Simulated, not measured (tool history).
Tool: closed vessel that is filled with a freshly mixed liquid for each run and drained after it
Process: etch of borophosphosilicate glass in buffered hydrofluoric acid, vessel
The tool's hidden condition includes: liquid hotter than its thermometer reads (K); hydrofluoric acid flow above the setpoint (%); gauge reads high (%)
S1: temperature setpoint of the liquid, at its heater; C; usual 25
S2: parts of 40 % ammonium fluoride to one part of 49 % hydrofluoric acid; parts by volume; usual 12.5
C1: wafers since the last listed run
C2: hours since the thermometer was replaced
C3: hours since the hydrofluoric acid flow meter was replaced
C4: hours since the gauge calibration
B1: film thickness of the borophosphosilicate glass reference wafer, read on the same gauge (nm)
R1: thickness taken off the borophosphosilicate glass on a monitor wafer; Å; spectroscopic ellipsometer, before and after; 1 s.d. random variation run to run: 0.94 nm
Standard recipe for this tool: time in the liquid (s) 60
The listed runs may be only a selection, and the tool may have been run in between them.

Run 1, hour 0: usual settings; C1 0; C2 572.8; C3 574.8; C4 251.9; B1 29.98. Result: R1 1033.8 Å.
Run 2, hour 103.8: usual settings but S2 9.5 parts by volume; C1 15088; C2 676.6; C3 678.6; C4 355.7; B1 30.02. Result: R1 1334.5 Å.
Run 3, hour 235.9: usual settings but S2 9.5 parts by volume; C1 19202; C2 808.7; C3 810.7; C4 487.8; B1 30.01. Result: R1 1351.1 Å.
Run 4, hour 303.8: usual settings but S2 9.5 parts by volume; C1 9870; C2 876.6; C3 878.6; C4 555.7; B1 30.04. Result: R1 1354.1 Å.
Run 5, hour 387.9: usual settings; C1 12224; C2 960.7; C3 962.7; C4 639.8; B1 29.99. Result: R1 1056.7 Å.
Run 6, hour 433.8: usual settings; C1 6672; C2 1006.6; C3 1008.6; C4 685.7; B1 30.02. Result: R1 1048.4 Å.
Run 7, hour 526.2: usual settings; C1 13431; C2 1099; C3 1101; C4 778.1; B1 29.99. Result: R1 1068.6 Å.
Run 8, hour 824: usual settings; C1 43288; C2 1396.8; C3 1398.8; C4 1075.9; B1 30.01. Result: R1 1102.9 Å.
Run 9, hour 889.9: usual settings; C1 9579; C2 1462.7; C3 1464.7; C4 1141.8; B1 30.02. Result: R1 1109.2 Å.
At hour 946.7: thermometer replaced.
Run 10, hour 994.3: usual settings; C1 15030; C2 47.6; C3 1569.1; C4 1246.2; B1 30. Result: R1 986.3 Å.
Run 11, hour 1097.7: usual settings but S2 8.5 parts by volume; C1 15030; C2 151; C3 1672.5; C4 1349.6; B1 30. Result: R1 1402.8 Å.
Run 12, hour 1153.5: usual settings but S1 27.5 C; C1 8111; C2 206.8; C3 1728.3; C4 1405.4; B1 30.03. Result: R1 1132.9 Å.
Run 13, hour 1191: usual settings but S1 27.5 C; C1 5451; C2 244.3; C3 1765.8; C4 1442.9; B1 29.99. Result: R1 1132 Å.
Run 14, hour 1252.5: usual settings but S2 15.5 parts by volume; C1 8939; C2 305.8; C3 1827.3; C4 1504.4; B1 29.99. Result: R1 820.4 Å.
Run 15, hour 1302.3: usual settings but S2 15.5 parts by volume; C1 7238; C2 355.6; C3 1877.1; C4 1554.2; B1 29.99. Result: R1 826.8 Å.
Run 16, hour 1368.9: usual settings but S1 27.5 C, S2 15.5 parts by volume, time in the liquid (s) 40; C1 9681; C2 422.2; C3 1943.7; C4 1620.8; B1 30.01. Result: R1 630.5 Å.
Run 17, hour 1450.4: usual settings but S1 29 C, S2 10 parts by volume, time in the liquid (s) 30; C1 11846; C2 503.7; C3 2025.2; C4 1702.3; B1 29.96. Result: R1 773.5 Å.
At hour 1468.3: hydrofluoric acid flow meter replaced.
Run 18, hour 1490.5: usual settings but S1 27 C, S2 9.5 parts by volume; C1 5683; C2 543.8; C3 22.2; C4 1742.4; B1 30.02. Result: R1 1466 Å.
Run 19, hour 1578.8: usual settings but S1 20.5 C, S2 10 parts by volume, time in the liquid (s) 75; C1 12835; C2 632.1; C3 110.5; C4 1830.7; B1 30. Result: R1 1252.7 Å.
Run 20, hour 1649.8: usual settings; C1 10320; C2 703.1; C3 181.5; C4 1901.7; B1 29.99. Result: R1 1036.7 Å.
Run 21, hour 1687.4: usual settings; C1 5465; C2 740.7; C3 219.1; C4 1939.3; B1 29.99. Result: R1 1040.5 Å.
Run 22, hour 1734.2: usual settings but S1 23.5 C, S2 11 parts by volume, time in the liquid (s) 75; C1 6802; C2 787.5; C3 265.9; C4 1986.1; B1 30.02. Result: R1 1368.3 Å.
Run 23, hour 1817: usual settings; C1 12035; C2 870.3; C3 348.7; C4 2068.9; B1 30.01. Result: R1 1047 Å.
At hour 1886.9: gauge calibrated.
Run 24, hour 1887.8: usual settings; C1 10291; C2 941.1; C3 419.5; C4 0.9; B1 29.99. Result: R1 1057.6 Å.
Run 25, hour 1993.3: usual settings but S1 28 C, S2 8 parts by volume; C1 15335; C2 1046.6; C3 525; C4 106.4; B1 30.01. Result: R1 1890.7 Å.
Run 26, hour 2067.4: usual settings but S1 28.5 C; C1 10771; C2 1120.7; C3 599.1; C4 180.5; B1 29.99. Result: R1 1286.3 Å.
Run 27, hour 2167: usual settings but S1 22 C, S2 9.5 parts by volume, time in the liquid (s) 75; C1 14477; C2 1220.3; C3 698.7; C4 280.1; B1 30.02. Result: R1 1474.1 Å.
Run 28, hour 2218: usual settings but S1 22 C, S2 16.5 parts by volume, time in the liquid (s) 80; C1 7413; C2 1271.3; C3 749.7; C4 331.1; B1 29.96. Result: R1 919.9 Å.
Run 29, hour 2265.5: usual settings but time in the liquid (s) 30; C1 6904; C2 1318.8; C3 797.2; C4 378.6; B1 29.99. Result: R1 536.4 Å.
Run 30, hour 2370: usual settings but time in the liquid (s) 30; C1 15190; C2 1423.3; C3 901.7; C4 483.1; B1 30.04. Result: R1 557.2 Å.

Alternative continuations, all from the tool just after run 30; predict every row:
Run A, hour 2370.7: usual settings but S2 8 parts by volume; C1 101; C2 1424; C3 902.4; C4 483.8; B1 ?. Result: R1 ?.
Run B, hour 2370.7: usual settings but S2 10.5 parts by volume, time in the liquid (s) 50; C1 101; C2 1424; C3 902.4; C4 483.8; B1 ?. Result: R1 ?.
Run C, hour 2370.7: usual settings but S1 29 C, S2 8 parts by volume; C1 101; C2 1424; C3 902.4; C4 483.8; B1 ?. Result: R1 ?.
Run D, hour 2370.7: usual settings but S1 26.5 C, time in the liquid (s) 75; C1 101; C2 1424; C3 902.4; C4 483.8; B1 ?. Result: R1 ?.
Run E, hour 2370.7: usual settings but S1 30 C, S2 17.5 parts by volume, time in the liquid (s) 40; C1 101; C2 1424; C3 902.4; C4 483.8; B1 ?. Result: R1 ?.

run     B1      R1
  A  29.99  1665.7
  B  29.99  1087.9
  C  29.99  2052.2
  D  29.99  1488.5
  E  29.99   684.2
Take away the tool's hidden state, keep each run's random variation, and the runs would have read:
run      R1
  A  1497.8
  B     978
  C  1850.1
  D  1339.2
  E   616.7
